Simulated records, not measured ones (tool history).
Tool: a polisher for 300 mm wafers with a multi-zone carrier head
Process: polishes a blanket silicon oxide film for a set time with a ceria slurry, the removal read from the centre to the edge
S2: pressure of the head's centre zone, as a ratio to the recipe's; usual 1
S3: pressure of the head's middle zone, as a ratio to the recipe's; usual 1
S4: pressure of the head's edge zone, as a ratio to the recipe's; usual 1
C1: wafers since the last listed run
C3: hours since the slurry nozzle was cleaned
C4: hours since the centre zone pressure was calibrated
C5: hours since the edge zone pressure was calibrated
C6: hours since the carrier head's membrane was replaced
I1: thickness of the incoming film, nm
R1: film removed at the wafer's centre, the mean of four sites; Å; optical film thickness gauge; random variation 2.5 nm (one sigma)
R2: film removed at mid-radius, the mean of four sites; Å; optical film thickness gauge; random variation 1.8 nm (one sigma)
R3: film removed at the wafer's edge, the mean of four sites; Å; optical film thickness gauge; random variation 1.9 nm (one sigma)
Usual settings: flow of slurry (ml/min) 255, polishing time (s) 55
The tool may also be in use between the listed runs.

{"run": 1, "hour": 0.0, "flow of slurry (ml/min)": 205, "S2": 1, "S3": 1, "S4": 1, "polishing time (s)": 55, "C1": 0, "wafers polished on this pad": 3064, "C3": 359.2, "C4": 397.5, "C5": 458.4, "C6": 329.4, "I1": 1116.8, "R1": 2177, "R2": 2051, "R3": 2081}
{"hour": 13.6, "done": "worn pad replaced by a new one"}
{"run": 2, "hour": 102.6, "flow of slurry (ml/min)": 205, "S2": 1, "S3": 1, "S4": 1, "polishing time (s)": 55, "C1": 1767, "wafers polished on this pad": 1596, "C3": 461.8, "C4": 500.1, "C5": 561, "C6": 432, "I1": 1110.4, "R1": 2300, "R2": 2154, "R3": 2140}
{"run": 3, "hour": 187.8, "flow of slurry (ml/min)": 205, "S2": 1, "S3": 1, "S4": 1, "polishing time (s)": 55, "C1": 1527, "wafers polished on this pad": 3123, "C3": 547, "C4": 585.3, "C5": 646.2, "C6": 517.2, "I1": 1115.3, "R1": 2186, "R2": 2058, "R3": 2074}
{"hour": 238.8, "done": "worn pad replaced by a new one"}
{"run": 4, "hour": 298.3, "flow of slurry (ml/min)": 255, "S2": 1, "S3": 1, "S4": 1, "polishing time (s)": 55, "C1": 1909, "wafers polished on this pad": 1066, "C3": 657.5, "C4": 695.8, "C5": 756.7, "C6": 627.7, "I1": 1101.3, "R1": 2390, "R2": 2210, "R3": 2230}
{"hour": 338.1, "done": "slurry nozzle cleaned"}
{"run": 5, "hour": 371.3, "flow of slurry (ml/min)": 255, "S2": 1, "S3": 1, "S4": 1, "polishing time (s)": 55, "C1": 1290, "wafers polished on this pad": 2357, "C3": 33.2, "C4": 768.8, "C5": 829.7, "C6": 700.7, "I1": 1105.7, "R1": 2391, "R2": 2132, "R3": 2155}
{"hour": 402.0, "done": "edge zone pressure recalibrated"}
{"hour": 417.5, "done": "carrier head's membrane replaced by a new one"}
{"hour": 448.1, "done": "worn pad replaced by a new one"}
{"run": 6, "hour": 473.5, "flow of slurry (ml/min)": 255, "S2": 1, "S3": 1, "S4": 1, "polishing time (s)": 55, "C1": 1635, "wafers polished on this pad": 454, "C3": 135.4, "C4": 871, "C5": 71.5, "C6": 56, "I1": 1117.1, "R1": 2493, "R2": 2235, "R3": 2262}
{"run": 7, "hour": 511.4, "flow of slurry (ml/min)": 215, "S2": 1, "S3": 1, "S4": 1, "polishing time (s)": 44, "C1": 679, "wafers polished on this pad": 1134, "C3": 173.3, "C4": 908.9, "C5": 109.4, "C6": 93.9, "I1": 1106.2, "R1": 1982, "R2": 1743, "R3": 1742}
{"hour": 554.2, "done": "centre zone pressure recalibrated"}
{"run": 8, "hour": 617.8, "flow of slurry (ml/min)": 185, "S2": 1, "S3": 1, "S4": 0.89, "polishing time (s)": 55, "C1": 1871, "wafers polished on this pad": 3006, "C3": 279.7, "C4": 63.6, "C5": 215.8, "C6": 200.3, "I1": 1121.4, "R1": 2073, "R2": 2011, "R3": 1953}
{"run": 9, "hour": 659.2, "flow of slurry (ml/min)": 320, "S2": 1, "S3": 1, "S4": 1, "polishing time (s)": 55, "C1": 742, "wafers polished on this pad": 3748, "C3": 321.1, "C4": 105, "C5": 257.2, "C6": 241.7, "I1": 1108.2, "R1": 2150, "R2": 2096, "R3": 2088}
{"hour": 694.1, "done": "worn pad replaced by a new one"}
{"run": 10, "hour": 759.5, "flow of slurry (ml/min)": 290, "S2": 1, "S3": 0.93, "S4": 1, "polishing time (s)": 55, "C1": 1726, "wafers polished on this pad": 1173, "C3": 421.4, "C4": 205.3, "C5": 357.5, "C6": 342, "I1": 1116.7, "R1": 2305, "R2": 2117, "R3": 2237}
{"run": 11, "hour": 818.9, "flow of slurry (ml/min)": 255, "S2": 1.05, "S3": 1.09, "S4": 1, "polishing time (s)": 38, "C1": 1064, "wafers polished on this pad": 2238, "C3": 480.8, "C4": 264.7, "C5": 416.9, "C6": 401.4, "I1": 1117.3, "R1": 1652, "R2": 1614, "R3": 1466}
{"run": 12, "hour": 869.6, "flow of slurry (ml/min)": 255, "S2": 1, "S3": 1, "S4": 1, "polishing time (s)": 55, "C1": 908, "wafers polished on this pad": 3147, "C3": 531.5, "C4": 315.4, "C5": 467.6, "C6": 452.1, "I1": 1130.8, "R1": 2213, "R2": 2076, "R3": 2116}
{"hour": 919.6, "done": "worn pad replaced by a new one"}
{"hour": 937.5, "done": "slurry nozzle cleaned"}
{"run": 13, "hour": 952.5, "flow of slurry (ml/min)": 255, "S2": 1, "S3": 1, "S4": 1, "polishing time (s)": 55, "C1": 1396, "wafers polished on this pad": 571, "C3": 15, "C4": 398.3, "C5": 550.5, "C6": 535, "I1": 1127, "R1": 2386, "R2": 2234, "R3": 2233}
{"run": 14, "hour": 1076.8, "flow of slurry (ml/min)": 330, "S2": 1, "S3": 1, "S4": 1.04, "polishing time (s)": 71, "C1": 2228, "wafers polished on this pad": 2799, "C3": 139.3, "C4": 522.6, "C5": 674.8, "C6": 659.3, "I1": 1121.7, "R1": 2963, "R2": 2778, "R3": 2868}

Forecast each of these 3 alternatives for the next run:
{"run": "A", "hour": 1077.2, "flow of slurry (ml/min)": 255, "S2": 1, "S3": 1, "S4": 1, "polishing time (s)": 55, "C1": 7, "wafers polished on this pad": 2806, "C3": 139.7, "C4": 523, "C5": 675.2, "C6": 659.7, "I1": 1095, "R1": "?", "R2": "?", "R3": "?"}
{"run": "B", "hour": 1077.2, "flow of slurry (ml/min)": 255, "S2": 1, "S3": 1, "S4": 1, "polishing time (s)": 66, "C1": 7, "wafers polished on this pad": 2806, "C3": 139.7, "C4": 523, "C5": 675.2, "C6": 659.7, "I1": 1095, "R1": "?", "R2": "?", "R3": "?"}
{"run": "C", "hour": 1077.2, "flow of slurry (ml/min)": 255, "S2": 1.07, "S3": 1.06, "S4": 1, "polishing time (s)": 49, "C1": 7, "wafers polished on this pad": 2806, "C3": 139.7, "C4": 523, "C5": 675.2, "C6": 659.7, "I1": 1095, "R1": "?", "R2": "?", "R3": "?"}

run=A R1=2289 R2=2096 R3=2138
run=B R1=2747 R2=2515 R3=2566
run=C R1=2183 R2=1961 R3=1903
Without the tool's hidden state the same runs would have given:
run=A R1=2334 R2=2275 R3=2320
run=B R1=2801 R2=2730 R3=2784
run=C R1=2227 R2=2129 R3=2065

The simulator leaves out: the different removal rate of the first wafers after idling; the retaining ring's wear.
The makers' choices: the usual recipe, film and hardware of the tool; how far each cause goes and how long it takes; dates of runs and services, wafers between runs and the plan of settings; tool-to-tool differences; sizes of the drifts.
